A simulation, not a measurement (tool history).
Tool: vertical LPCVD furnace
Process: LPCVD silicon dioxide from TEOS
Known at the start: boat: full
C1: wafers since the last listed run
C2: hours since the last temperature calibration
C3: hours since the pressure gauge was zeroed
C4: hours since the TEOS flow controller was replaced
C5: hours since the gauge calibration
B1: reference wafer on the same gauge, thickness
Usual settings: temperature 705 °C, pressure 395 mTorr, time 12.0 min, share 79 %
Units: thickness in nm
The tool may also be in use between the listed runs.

{"run": 1, "hour": 0.0, "temperature": 705, "pressure": 395, "time": 12.0, "share": 79, "C1": 0, "C2": 979.4, "C3": 1652.0, "C4": 1999.7, "C5": 1191.6, "B1": 160.06, "thickness": 141.63}
{"run": 2, "hour": 63.4, "temperature": 705, "pressure": 325, "time": 12.0, "share": 85, "C1": 1229, "C2": 1042.8, "C3": 1715.4, "C4": 2063.1, "C5": 1255.0, "B1": 160.03, "thickness": 133.84}
{"run": 3, "hour": 134.8, "temperature": 705, "pressure": 395, "time": 12.0, "share": 79, "C1": 1384, "C2": 1114.2, "C3": 1786.8, "C4": 2134.5, "C5": 1326.4, "B1": 159.94, "thickness": 141.98}
{"hour": 198.3, "done": "TEOS flow controller replaced"}
{"run": 4, "hour": 209.7, "temperature": 705, "pressure": 395, "time": 12.0, "share": 79, "C1": 987, "C2": 1189.1, "C3": 1861.7, "C4": 11.4, "C5": 1401.3, "B1": 159.88, "thickness": 142.53}
{"run": 5, "hour": 329.9, "temperature": 705, "pressure": 395, "time": 12.0, "share": 79, "C1": 2331, "C2": 1309.3, "C3": 1981.9, "C4": 131.6, "C5": 1521.5, "B1": 159.88, "thickness": 141.98}
{"run": 6, "hour": 380.3, "temperature": 705, "pressure": 395, "time": 12.0, "share": 79, "C1": 977, "C2": 1359.7, "C3": 2032.3, "C4": 182.0, "C5": 1571.9, "B1": 160.08, "thickness": 142.84}
{"run": 7, "hour": 478.7, "temperature": 705, "pressure": 395, "time": 12.0, "share": 79, "C1": 1908, "C2": 1458.1, "C3": 2130.7, "C4": 280.4, "C5": 1670.3, "B1": 160.08, "thickness": 142.09}
{"run": 8, "hour": 570.5, "temperature": 705, "pressure": 395, "time": 12.0, "share": 79, "C1": 1780, "C2": 1549.9, "C3": 2222.5, "C4": 372.2, "C5": 1762.1, "B1": 159.96, "thickness": 142.59}
{"hour": 601.2, "done": "gauge calibrated"}
{"run": 9, "hour": 653.0, "temperature": 705, "pressure": 395, "time": 12.0, "share": 79, "C1": 1600, "C2": 1632.4, "C3": 2305.0, "C4": 454.7, "C5": 51.8, "B1": 160.07, "thickness": 142.64}
{"run": 10, "hour": 718.3, "temperature": 705, "pressure": 395, "time": 12.0, "share": 79, "C1": 1266, "C2": 1697.7, "C3": 2370.3, "C4": 520.0, "C5": 117.1, "B1": 159.95, "thickness": 143.16}
{"run": 11, "hour": 821.1, "temperature": 705, "pressure": 395, "time": 12.0, "share": 79, "C1": 1994, "C2": 1800.5, "C3": 2473.1, "C4": 622.8, "C5": 219.9, "B1": 159.87, "thickness": 143.56}
{"run": 12, "hour": 867.4, "temperature": 705, "pressure": 395, "time": 12.0, "share": 79, "C1": 898, "C2": 1846.8, "C3": 2519.4, "C4": 669.1, "C5": 266.2, "B1": 160.11, "thickness": 143.02}
{"run": 13, "hour": 956.0, "temperature": 702, "pressure": 440, "time": 8.5, "share": 92, "C1": 1718, "C2": 1935.4, "C3": 2608.0, "C4": 757.7, "C5": 354.8, "B1": 160.06, "thickness": 108.33}
{"hour": 1026.4, "done": "pressure gauge zeroed"}
{"run": 14, "hour": 1045.6, "temperature": 700, "pressure": 360, "time": 16.5, "share": 79, "C1": 1272, "C2": 2025.0, "C3": 19.2, "C4": 847.3, "C5": 444.4, "B1": 159.94, "thickness": 168.1}
{"run": 15, "hour": 1097.4, "temperature": 705, "pressure": 395, "time": 12.0, "share": 79, "C1": 1004, "C2": 2076.8, "C3": 71.0, "C4": 899.1, "C5": 496.2, "B1": 160.02, "thickness": 143.7}
{"run": 16, "hour": 1143.7, "temperature": 705, "pressure": 395, "time": 12.0, "share": 65, "C1": 898, "C2": 2123.1, "C3": 117.3, "C4": 945.4, "C5": 542.5, "B1": 160.11, "thickness": 129.63}
{"run": 17, "hour": 1236.6, "temperature": 714, "pressure": 395, "time": 16.0, "share": 75, "C1": 1802, "C2": 2216.0, "C3": 210.2, "C4": 1038.3, "C5": 635.4, "B1": 160.01, "thickness": 229.01}
{"run": 18, "hour": 1309.5, "temperature": 695, "pressure": 395, "time": 12.0, "share": 79, "C1": 1414, "C2": 2288.9, "C3": 283.1, "C4": 1111.2, "C5": 708.3, "B1": 160.23, "thickness": 113.99}
{"run": 19, "hour": 1364.5, "temperature": 705, "pressure": 420, "time": 8.0, "share": 79, "C1": 1066, "C2": 2343.9, "C3": 338.1, "C4": 1166.2, "C5": 763.3, "B1": 160.11, "thickness": 98.55}
{"run": 20, "hour": 1468.8, "temperature": 700, "pressure": 395, "time": 12.0, "share": 79, "C1": 2023, "C2": 2448.2, "C3": 442.4, "C4": 1270.5, "C5": 867.6, "B1": 160.23, "thickness": 128.57}
{"run": 21, "hour": 1523.9, "temperature": 715, "pressure": 395, "time": 12.0, "share": 79, "C1": 1068, "C2": 2503.3, "C3": 497.5, "C4": 1325.6, "C5": 922.7, "B1": 159.97, "thickness": 180.5}
{"hour": 1601.0, "done": "thermocouples replaced and temperature profile calibrated"}
{"run": 22, "hour": 1613.2, "temperature": 705, "pressure": 465, "time": 15.0, "share": 79, "C1": 1266, "C2": 12.2, "C3": 586.8, "C4": 1414.9, "C5": 1012.0, "B1": 159.92, "thickness": 189.43}
{"run": 23, "hour": 1679.2, "temperature": 697, "pressure": 435, "time": 13.5, "share": 74, "C1": 1280, "C2": 78.2, "C3": 652.8, "C4": 1480.9, "C5": 1078.0, "B1": 160.14, "thickness": 133.53}
{"run": 24, "hour": 1769.9, "temperature": 709, "pressure": 315, "time": 16.0, "share": 87, "C1": 1759, "C2": 168.9, "C3": 743.5, "C4": 1571.6, "C5": 1168.7, "B1": 160.09, "thickness": 191.42}
{"run": 25, "hour": 1843.3, "temperature": 698, "pressure": 395, "time": 12.0, "share": 63, "C1": 1423, "C2": 242.3, "C3": 816.9, "C4": 1645.0, "C5": 1242.1, "B1": 159.93, "thickness": 106.6}
{"run": 26, "hour": 2015.2, "temperature": 705, "pressure": 395, "time": 12.0, "share": 79, "C1": 3334, "C2": 414.2, "C3": 988.8, "C4": 1816.9, "C5": 1414.0, "B1": 160.0, "thickness": 140.89}
{"run": 27, "hour": 2079.7, "temperature": 705, "pressure": 395, "time": 9.5, "share": 79, "C1": 1251, "C2": 478.7, "C3": 1053.3, "C4": 1881.4, "C5": 1478.5, "B1": 159.95, "thickness": 111.61}
{"run": 28, "hour": 2168.4, "temperature": 705, "pressure": 395, "time": 12.0, "share": 89, "C1": 1720, "C2": 567.4, "C3": 1142.0, "C4": 1970.1, "C5": 1567.2, "B1": 159.99, "thickness": 149.05}
{"hour": 2204.4, "done": "TEOS flow controller replaced"}
{"run": 29, "hour": 2210.8, "temperature": 705, "pressure": 395, "time": 12.0, "share": 79, "C1": 356, "C2": 609.8, "C3": 1184.4, "C4": 6.4, "C5": 1609.6, "B1": 160.0, "thickness": 141.23}
{"run": 30, "hour": 2365.2, "temperature": 697, "pressure": 395, "time": 12.0, "share": 79, "C1": 2994, "C2": 764.2, "C3": 1338.8, "C4": 160.8, "C5": 1764.0, "B1": 160.01, "thickness": 117.05}
{"run": 31, "hour": 2415.3, "temperature": 705, "pressure": 395, "time": 16.0, "share": 79, "C1": 971, "C2": 814.3, "C3": 1388.9, "C4": 210.9, "C5": 1814.1, "B1": 159.93, "thickness": 189.14}

The same runs without the tool's hidden state, with the same run-to-run variation:
The hidden state here: true tube temperature minus thermocouple reading, K; true pressure minus gauge reading, mTorr; deviation of the TEOS flow from its setpoint, %; gauge reads high (%).
run=1 thickness=139.88
run=2 thickness=132.10
run=3 thickness=140.02
run=4 thickness=140.46
run=5 thickness=139.74
run=6 thickness=140.51
run=7 thickness=139.63
run=8 thickness=139.99
run=9 thickness=139.92
run=10 thickness=140.33
run=11 thickness=140.58
run=12 thickness=139.98
run=13 thickness=105.92
run=14 thickness=164.18
run=15 thickness=140.31
run=16 thickness=126.51
run=17 thickness=223.38
run=18 thickness=111.00
run=19 thickness=95.96
run=20 thickness=125.02
run=21 thickness=175.56
run=22 thickness=189.40
run=23 thickness=133.42
run=24 thickness=191.08
run=25 thickness=106.33
run=26 thickness=140.28
run=27 thickness=111.05
run=28 thickness=148.17
run=29 thickness=140.33
run=30 thickness=116.11
run=31 thickness=187.54
